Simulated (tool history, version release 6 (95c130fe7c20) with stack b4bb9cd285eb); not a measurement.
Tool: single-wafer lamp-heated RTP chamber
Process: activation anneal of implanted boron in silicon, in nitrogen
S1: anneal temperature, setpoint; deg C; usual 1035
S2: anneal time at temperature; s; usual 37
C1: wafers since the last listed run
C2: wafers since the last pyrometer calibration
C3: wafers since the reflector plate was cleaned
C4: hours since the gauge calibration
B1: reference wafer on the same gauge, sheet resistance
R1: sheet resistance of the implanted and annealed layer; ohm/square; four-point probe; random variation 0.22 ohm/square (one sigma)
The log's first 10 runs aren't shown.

run,hour,S1,S2,C1,C2,C3,C4,B1,R1
11,314.6,1035,37,352,1981,679,521.5,52.62,64.00
12,333.0,1035,23,222,2204,902,539.9,52.59,65.60
13,350.9,1035,23,216,2421,1119,557.8,52.65,65.51
14,363.3,1035,23,150,2572,1269,570.2,52.62,65.47
15,397.3,1035,37,411,2983,1681,604.2,52.61,63.84
# hour 405.6: gauge calibrated
16,431.8,1035,37,418,3401,2099,26.2,52.55,63.72
17,455.3,1046,37,284,3686,2384,49.7,52.64,61.72
18,474.6,1035,37,233,3920,2618,69.0,52.65,63.34
19,501.4,1049,37,324,4245,2943,95.8,52.69,60.91
20,529.9,1017,20,345,4590,3288,124.3,52.55,69.36
# hour 560.0: pyrometer window cleaned and pyrometer calibrated
21,560.5,1060,21,273,5,3562,154.9,52.53,60.61
22,594.8,1017,45,415,421,3977,189.2,52.55,66.06
# hour 611.2: reflector plate cleaned
23,613.1,1049,51,124,546,22,207.5,52.60,59.78

The next listed run, before its measurement:
24,631.5,1035,57,222,769,245,225.9,?,?

{"run 24": {"B1": 52.61, "R1": 62.05}}
Without the tool's hidden state the same run would have given R1 62.37 ohm/square.

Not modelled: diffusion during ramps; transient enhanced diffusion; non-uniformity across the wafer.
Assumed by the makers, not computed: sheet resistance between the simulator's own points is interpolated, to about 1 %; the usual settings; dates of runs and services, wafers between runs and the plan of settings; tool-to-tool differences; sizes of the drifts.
